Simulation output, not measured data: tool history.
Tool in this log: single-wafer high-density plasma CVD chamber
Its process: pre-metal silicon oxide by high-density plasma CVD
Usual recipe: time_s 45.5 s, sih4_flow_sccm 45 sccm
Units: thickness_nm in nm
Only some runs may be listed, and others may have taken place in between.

| run | hour | time_s | sih4_flow_sccm | wafers since the last listed run | hours since the silane flow controller was replaced | hours since the gauge calibration | read-back reference wafer on the same gauge, thickness_nm | thickness_nm |
|---|---|---|---|---|---|---|---|---|
| 1 | 0 | 39.2 | 50 | 0 | 2243.7 | 190.7 | 196.984 | 180.315 |
| 2 | 15.7 | 42.2 | 39 | 394 | 2259.4 | 206.4 | 197.014 | 155.065 |
| 3 | 33.5 | 42.2 | 39 | 447 | 2277.2 | 224.2 | 196.911 | 154.948 |
| 4 | 44.9 | 45.5 | 39 | 286 | 2288.6 | 235.6 | 196.94 | 167.068 |
| 5 | 58.4 | 42.9 | 47 | 339 | 2302.1 | 249.1 | 196.898 | 186.597 |
| 6 | 67.8 | 42.9 | 47 | 236 | 2311.5 | 258.5 | 196.969 | 186.002 |
| 7 | 83 | 45.5 | 47 | 381 | 2326.7 | 273.7 | 197.022 | 197.305 |
| 8 | 93.6 | 45.5 | 47 | 266 | 2337.3 | 284.3 | 196.968 | 197.574 |
| 9 | 109.7 | 45.5 | 47 | 404 | 2353.4 | 300.4 | 196.947 | 196.941 |
| 10 | 144.5 | 45.5 | 45 | 874 | 2388.2 | 335.2 | 197.073 | 189.216 |
|  | 155.1 | gauge calibrated |
| 11 | 161.3 | 45.5 | 45 | 422 | 2405 | 6.2 | 197.078 | 189.142 |
| 12 | 178.2 | 52.1 | 51 | 424 | 2421.9 | 23.1 | 197.077 | 243.304 |
| 13 | 193.2 | 41.3 | 53 | 376 | 2436.9 | 38.1 | 196.924 | 199.655 |
| 14 | 204.6 | 45.5 | 45 | 286 | 2448.3 | 49.5 | 197.065 | 189.686 |
| 15 | 212.5 | 39.8 | 45 | 198 | 2456.2 | 57.4 | 197.056 | 165.328 |
|  | 233.3 | silane flow controller replaced |
| 16 | 233.8 | 38.2 | 53 | 334 | 0.5 | 78.7 | 196.965 | 193.823 |
| 17 | 237 | 37.1 | 50 | 80 | 3.7 | 81.9 | 196.977 | 178.984 |
| 18 | 250.4 | 40.4 | 45 | 336 | 17.1 | 95.3 | 196.978 | 176.755 |
| 19 | 263.2 | 50.3 | 50 | 321 | 29.9 | 108.1 | 197.111 | 242.447 |
| 20 | 280.1 | 45.5 | 45 | 424 | 46.8 | 125 | 197.057 | 199.343 |
| 21 | 289.3 | 51.6 | 52 | 231 | 56 | 134.2 | 196.998 | 257.772 |
| 22 | 300.3 | 45.5 | 53 | 276 | 67 | 145.2 | 197.014 | 230.969 |
| 23 | 333.2 | 45.5 | 45 | 826 | 99.9 | 178.1 | 196.965 | 199.203 |

Across each entry between runs, compare the hidden state at the last listed run before it with the hidden state at the first listed run after it:
In the gap between runs 10 and 11: gauge calibrated (hour 155.1)
  delivered silane flow above the setpoint (%): -5.56 -> -5.6
  the result without the hidden state subtracted from the measured one, thickness_nm: -10.015 -> -10.081 nm
In the gap between runs 15 and 16: silane flow controller replaced (hour 233.3)
  delivered silane flow above the setpoint (%): -5.71 -> -0.116
  the result without the hidden state subtracted from the measured one, thickness_nm: -8.999 -> -0.204 nm
